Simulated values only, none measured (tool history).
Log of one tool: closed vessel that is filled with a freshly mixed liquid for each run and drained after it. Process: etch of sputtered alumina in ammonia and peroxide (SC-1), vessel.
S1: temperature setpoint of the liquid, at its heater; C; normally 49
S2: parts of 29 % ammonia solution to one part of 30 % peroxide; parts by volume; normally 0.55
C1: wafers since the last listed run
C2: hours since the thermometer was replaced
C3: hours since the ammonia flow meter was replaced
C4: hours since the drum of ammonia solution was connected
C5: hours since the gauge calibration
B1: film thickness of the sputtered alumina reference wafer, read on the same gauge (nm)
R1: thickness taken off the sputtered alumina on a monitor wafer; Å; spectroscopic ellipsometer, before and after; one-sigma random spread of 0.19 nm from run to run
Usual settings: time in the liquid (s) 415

{"run": 1, "hour": 0.0, "S1": 49, "S2": 0.55, "time in the liquid (s)": 415, "C1": 0, "C2": 403.6, "C3": 585.4, "C4": 240.6, "C5": 193.2, "B1": 70, "R1": 241.9}
{"run": 2, "hour": 31.0, "S1": 49, "S2": 0.55, "time in the liquid (s)": 415, "C1": 2513, "C2": 434.6, "C3": 616.4, "C4": 271.6, "C5": 224.2, "B1": 69.99, "R1": 245.2}
{"run": 3, "hour": 50.9, "S1": 49, "S2": 0.55, "time in the liquid (s)": 415, "C1": 1613, "C2": 454.5, "C3": 636.3, "C4": 291.5, "C5": 244.1, "B1": 69.98, "R1": 241.4}
{"run": 4, "hour": 86.0, "S1": 49, "S2": 0.55, "time in the liquid (s)": 415, "C1": 2845, "C2": 489.6, "C3": 671.4, "C4": 326.6, "C5": 279.2, "B1": 70, "R1": 240.8}
{"run": 5, "hour": 103.2, "S1": 49, "S2": 0.55, "time in the liquid (s)": 415, "C1": 1394, "C2": 506.8, "C3": 688.6, "C4": 343.8, "C5": 296.4, "B1": 69.99, "R1": 244.4}
{"run": 6, "hour": 115.3, "S1": 49, "S2": 0.55, "time in the liquid (s)": 415, "C1": 980, "C2": 518.9, "C3": 700.7, "C4": 355.9, "C5": 308.5, "B1": 70.01, "R1": 241.2}
{"run": 7, "hour": 129.2, "S1": 49, "S2": 0.55, "time in the liquid (s)": 415, "C1": 1126, "C2": 532.8, "C3": 714.6, "C4": 369.8, "C5": 322.4, "B1": 69.98, "R1": 244.3}
{"run": 8, "hour": 150.3, "S1": 49, "S2": 0.55, "time in the liquid (s)": 415, "C1": 1710, "C2": 553.9, "C3": 735.7, "C4": 390.9, "C5": 343.5, "B1": 70.01, "R1": 240.6}
{"run": 9, "hour": 182.6, "S1": 49, "S2": 0.55, "time in the liquid (s)": 415, "C1": 2618, "C2": 586.2, "C3": 768, "C4": 423.2, "C5": 375.8, "B1": 70.01, "R1": 245.2}
{"run": 10, "hour": 206.3, "S1": 49, "S2": 0.55, "time in the liquid (s)": 415, "C1": 1921, "C2": 609.9, "C3": 791.7, "C4": 446.9, "C5": 399.5, "B1": 70, "R1": 244.4}
{"hour": 209.4, "done": "ammonia flow meter replaced"}
{"hour": 216.0, "done": "gauge calibrated"}
{"run": 11, "hour": 223.4, "S1": 49, "S2": 0.55, "time in the liquid (s)": 415, "C1": 1305, "C2": 627, "C3": 14, "C4": 464, "C5": 7.4, "B1": 70.01, "R1": 239.3}
{"hour": 224.6, "done": "thermometer replaced"}
{"run": 12, "hour": 250.5, "S1": 49, "S2": 0.55, "time in the liquid (s)": 415, "C1": 2116, "C2": 25.9, "C3": 41.1, "C4": 491.1, "C5": 34.5, "B1": 70, "R1": 239.9}
{"run": 13, "hour": 272.8, "S1": 52.5, "S2": 0.55, "time in the liquid (s)": 560, "C1": 1807, "C2": 48.2, "C3": 63.4, "C4": 513.4, "C5": 56.8, "B1": 70.01, "R1": 391.1}
{"run": 14, "hour": 290.5, "S1": 49, "S2": 0.55, "time in the liquid (s)": 415, "C1": 1434, "C2": 65.9, "C3": 81.1, "C4": 531.1, "C5": 74.5, "B1": 70.01, "R1": 240.8}
{"run": 15, "hour": 308.9, "S1": 41.5, "S2": 0.35, "time in the liquid (s)": 625, "C1": 1491, "C2": 84.3, "C3": 99.5, "C4": 549.5, "C5": 92.9, "B1": 69.99, "R1": 228}
{"run": 16, "hour": 343.4, "S1": 49, "S2": 0.55, "time in the liquid (s)": 415, "C1": 2797, "C2": 118.8, "C3": 134, "C4": 584, "C5": 127.4, "B1": 70.01, "R1": 242.9}
{"hour": 349.2, "done": "new drum of ammonia solution connected"}
{"run": 17, "hour": 368.2, "S1": 49, "S2": 0.55, "time in the liquid (s)": 200, "C1": 1929, "C2": 143.6, "C3": 158.8, "C4": 19, "C5": 152.2, "B1": 70.01, "R1": 116.6}
{"run": 18, "hour": 417.1, "S1": 49, "S2": 0.55, "time in the liquid (s)": 415, "C1": 3964, "C2": 192.5, "C3": 207.7, "C4": 67.9, "C5": 201.1, "B1": 70.03, "R1": 240.6}
{"run": 19, "hour": 444.5, "S1": 43.5, "S2": 0.55, "time in the liquid (s)": 415, "C1": 2221, "C2": 219.9, "C3": 235.1, "C4": 95.3, "C5": 228.5, "B1": 70, "R1": 179.4}
{"run": 20, "hour": 472.4, "S1": 49, "S2": 0.25, "time in the liquid (s)": 415, "C1": 2261, "C2": 247.8, "C3": 263, "C4": 123.2, "C5": 256.4, "B1": 70, "R1": 223}
{"run": 21, "hour": 489.8, "S1": 49, "S2": 0.55, "time in the liquid (s)": 415, "C1": 1410, "C2": 265.2, "C3": 280.4, "C4": 140.6, "C5": 273.8, "B1": 69.99, "R1": 243.6}
{"run": 22, "hour": 523.1, "S1": 49, "S2": 0.55, "time in the liquid (s)": 245, "C1": 2699, "C2": 298.5, "C3": 313.7, "C4": 173.9, "C5": 307.1, "B1": 70, "R1": 143.1}
{"run": 23, "hour": 546.3, "S1": 49, "S2": 0.7, "time in the liquid (s)": 175, "C1": 1880, "C2": 321.7, "C3": 336.9, "C4": 197.1, "C5": 330.3, "B1": 70, "R1": 103}
{"hour": 551.6, "done": "gauge calibrated"}
{"run": 24, "hour": 574.6, "S1": 49, "S2": 0.55, "time in the liquid (s)": 415, "C1": 2294, "C2": 350, "C3": 365.2, "C4": 225.4, "C5": 23, "B1": 70, "R1": 239.6}
{"run": 25, "hour": 608.7, "S1": 49, "S2": 0.8, "time in the liquid (s)": 305, "C1": 2764, "C2": 384.1, "C3": 399.3, "C4": 259.5, "C5": 57.1, "B1": 69.99, "R1": 186}
{"run": 26, "hour": 635.6, "S1": 52, "S2": 0.75, "time in the liquid (s)": 595, "C1": 2180, "C2": 411, "C3": 426.2, "C4": 286.4, "C5": 84, "B1": 69.99, "R1": 419.4}
{"run": 27, "hour": 649.4, "S1": 49, "S2": 0.3, "time in the liquid (s)": 415, "C1": 1118, "C2": 424.8, "C3": 440, "C4": 300.2, "C5": 97.8, "B1": 70, "R1": 227.4}
{"run": 28, "hour": 675.1, "S1": 49, "S2": 0.8, "time in the liquid (s)": 415, "C1": 2083, "C2": 450.5, "C3": 465.7, "C4": 325.9, "C5": 123.5, "B1": 70, "R1": 252.8}

Each row is a separate what-if for the run after 28, all from the same tool condition, not one after another. Results?
{"run": "A", "hour": 675.9, "S1": 51.5, "S2": 0.55, "time in the liquid (s)": 415, "C1": 64, "C2": 451.3, "C3": 466.5, "C4": 326.7, "C5": 124.3, "B1": "?", "R1": "?"}
{"run": "B", "hour": 675.9, "S1": 53, "S2": 0.35, "time in the liquid (s)": 415, "C1": 64, "C2": 451.3, "C3": 466.5, "C4": 326.7, "C5": 124.3, "B1": "?", "R1": "?"}
{"run": "C", "hour": 675.9, "S1": 44.5, "S2": 0.35, "time in the liquid (s)": 415, "C1": 64, "C2": 451.3, "C3": 466.5, "C4": 326.7, "C5": 124.3, "B1": "?", "R1": "?"}
{"run": "D", "hour": 675.9, "S1": 52, "S2": 0.45, "time in the liquid (s)": 615, "C1": 64, "C2": 451.3, "C3": 466.5, "C4": 326.7, "C5": 124.3, "B1": "?", "R1": "?"}
{"run": "E", "hour": 675.9, "S1": 43, "S2": 0.55, "time in the liquid (s)": 625, "C1": 64, "C2": 451.3, "C3": 466.5, "C4": 326.7, "C5": 124.3, "B1": "?", "R1": "?"}

run=A B1=70.01 R1=278.9
run=B B1=70.01 R1=289.8
run=C B1=70.01 R1=180.8
run=D B1=70.01 R1=416.7
run=E B1=70.01 R1=260.8
With no hidden state in the tool, these same runs would have given:
run=A R1=278.9
run=B R1=289.8
run=C R1=180.8
run=D R1=416.7
run=E R1=260.8
